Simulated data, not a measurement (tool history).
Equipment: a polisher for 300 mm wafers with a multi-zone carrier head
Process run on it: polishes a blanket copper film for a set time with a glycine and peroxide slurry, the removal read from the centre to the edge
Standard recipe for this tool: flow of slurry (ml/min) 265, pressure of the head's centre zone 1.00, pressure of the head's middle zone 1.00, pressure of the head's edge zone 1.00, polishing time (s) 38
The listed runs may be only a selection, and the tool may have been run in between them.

run	hour	flow of slurry (ml/min)	pressure of the head's centre zone	pressure of the head's middle zone	pressure of the head's edge zone	polishing time (s)	incoming thickness of the incoming film, nm	film removed at the wafer's centre (angstrom)	film removed at mid-radius (angstrom)	film removed at the wafer's edge (angstrom)
1	0.0	290	1.00	1.00	1.00	38	1705.4	2160	2178	2065
2	96.3	290	1.00	1.00	1.00	38	1709.0	2118	2106	2071
# hour 140.4: slurry nozzle cleaned
3	159.8	290	1.00	1.00	1.00	38	1713.7	2208	2213	2155
4	224.8	265	1.00	1.00	1.00	38	1706.8	2192	2187	2103
5	277.6	265	1.00	0.95	1.10	38	1726.9	2186	2042	2176
6	375.5	360	0.96	0.96	1.00	32	1678.2	1810	1804	1817
7	469.2	355	1.00	1.05	1.00	38	1723.9	2233	2322	2126
8	525.3	265	1.00	1.00	1.11	38	1698.5	2166	2088	2148
# hour 572.0: centre zone pressure recalibrated
# hour 583.2: edge zone pressure recalibrated
9	586.1	350	0.94	1.00	1.00	27	1722.5	1467	1543	1504
# hour 655.7: worn pad replaced by a new one
10	680.1	300	0.95	1.00	1.00	43	1713.0	2305	2412	2383
# hour 739.5: slurry nozzle cleaned
11	757.0	305	1.00	0.89	0.96	34	1673.4	1985	1789	1910
12	859.0	265	1.00	1.00	1.00	38	1697.7	2230	2167	2115
13	952.7	265	1.00	1.00	1.00	38	1681.8	2156	2177	2078
14	1028.0	350	1.00	0.92	1.00	38	1707.8	2250	2031	2132
15	1109.7	190	1.00	1.00	1.00	43	1689.3	2295	2261	2256
# hour 1155.6: centre zone pressure recalibrated
16	1192.4	265	1.00	1.00	1.00	38	1715.6	2127	2123	2083
# hour 1237.1: edge zone pressure recalibrated
17	1246.0	210	0.96	1.00	1.05	38	1697.8	1928	2028	2029
# hour 1323.1: carrier head's membrane replaced by a new one
18	1353.8	200	1.00	1.00	1.00	38	1715.9	1973	1935	1957
# hour 1365.9: worn pad replaced by a new one
# hour 1409.4: slurry nozzle cleaned
19	1418.0	180	1.00	0.90	1.00	38	1700.8	2083	1886	2062
20	1471.5	265	1.00	1.00	1.00	38	1669.7	2219	2159	2121
21	1515.7	185	0.93	0.93	1.08	38	1708.6	1929	1965	2109
22	1556.6	265	1.00	1.00	0.93	38	1700.2	2142	2158	2066

Alternative continuations, all from the tool just after run 22; predict every row:
A	1557.0	265	1.00	1.00	1.00	47	1716.4	?	?	?
B	1557.0	170	0.97	1.00	1.09	32	1716.4	?	?	?
C	1557.0	265	0.94	1.00	1.00	38	1716.4	?	?	?
D	1557.0	170	0.93	1.00	1.00	38	1716.4	?	?	?

run	film removed at the wafer's centre (angstrom)	film removed at mid-radius (angstrom)	film removed at the wafer's edge (angstrom)
A	2689	2698	2581
B	1659	1730	1734
C	2042	2182	2086
D	1889	2055	1996
What these runs would have given with no unlogged condition in the tool:
run	film removed at the wafer's centre (angstrom)	film removed at mid-radius (angstrom)	film removed at the wafer's edge (angstrom)
A	2720	2726	2601
B	1689	1757	1754
C	2066	2205	2103
D	1922	2087	2018
